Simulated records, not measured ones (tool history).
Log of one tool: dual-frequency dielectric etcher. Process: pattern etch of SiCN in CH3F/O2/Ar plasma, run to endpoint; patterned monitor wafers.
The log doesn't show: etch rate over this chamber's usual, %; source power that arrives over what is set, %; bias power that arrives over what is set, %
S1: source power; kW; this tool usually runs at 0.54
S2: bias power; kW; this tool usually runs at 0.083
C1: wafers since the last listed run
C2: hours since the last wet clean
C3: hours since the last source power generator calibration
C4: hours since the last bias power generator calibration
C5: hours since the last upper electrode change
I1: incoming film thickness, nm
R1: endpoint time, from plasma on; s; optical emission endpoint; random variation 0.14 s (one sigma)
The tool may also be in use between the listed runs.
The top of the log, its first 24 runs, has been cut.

At hour 285.3: bias power generator calibrated.
Run 25, hour 292.1: usual settings; C1 273; C2 33.4; C3 3547.8; C4 6.8; C5 157.3; I1 13.12. Result: R1 27.8 s.
Run 26, hour 305.1: usual settings but S1 0.5 kW, S2 0.093 kW; C1 259; C2 46.4; C3 3560.8; C4 19.8; C5 170.3; I1 12.93. Result: R1 27.5 s.
At hour 311.3: source power generator calibrated.
Run 27, hour 312.5: usual settings but S2 0.077 kW; C1 67; C2 53.8; C3 1.2; C4 27.2; C5 177.7; I1 13.14. Result: R1 28.1 s.
Run 28, hour 329.5: usual settings; C1 338; C2 70.8; C3 18.2; C4 44.2; C5 194.7; I1 13.07. Result: R1 27.8 s.
Run 29, hour 337.8: usual settings but S1 0.47 kW; C1 165; C2 79.1; C3 26.5; C4 52.5; C5 203; I1 12.83. Result: R1 28.9 s.
Run 30, hour 354.1: usual settings but S1 0.61 kW, S2 0.1 kW; C1 324; C2 95.4; C3 42.8; C4 68.8; C5 219.3; I1 12.83. Result: R1 24.4 s.
Run 31, hour 367.8: usual settings; C1 273; C2 109.1; C3 56.5; C4 82.5; C5 233; I1 12.97. Result: R1 27.4 s.
Run 32, hour 382.2: usual settings but S2 0.071 kW; C1 286; C2 123.5; C3 70.9; C4 96.9; C5 247.4; I1 13.02. Result: R1 28.2 s.
Run 33, hour 395.6: usual settings but S1 0.6 kW; C1 267; C2 136.9; C3 84.3; C4 110.3; C5 260.8; I1 13.05. Result: R1 26.2 s.
Run 34, hour 410: usual settings but S1 0.66 kW, S2 0.092 kW; C1 286; C2 151.3; C3 98.7; C4 124.7; C5 275.2; I1 12.99. Result: R1 24.4 s.

Here are 4 independent what-if runs from the current tool condition. What would each one return?
Run A, hour 410.4: usual settings; C1 7; C2 151.7; C3 99.1; C4 125.1; C5 275.6; I1 13.17. Result: R1 ?.
Run B, hour 410.4: usual settings but S1 0.42 kW; C1 7; C2 151.7; C3 99.1; C4 125.1; C5 275.6; I1 13.17. Result: R1 ?.
Run C, hour 410.4: usual settings but S2 0.098 kW; C1 7; C2 151.7; C3 99.1; C4 125.1; C5 275.6; I1 13.17. Result: R1 ?.
Run D, hour 410.4: usual settings but S1 0.68 kW, S2 0.077 kW; C1 7; C2 151.7; C3 99.1; C4 125.1; C5 275.6; I1 13.17. Result: R1 ?.

run    R1
  A  27.6
  B  31.4
  C  26.5
  D  25.1
With no hidden state in the tool, these same runs would have given:
run    R1
  A  27.9
  B  31.8
  C  26.8
  D  25.5
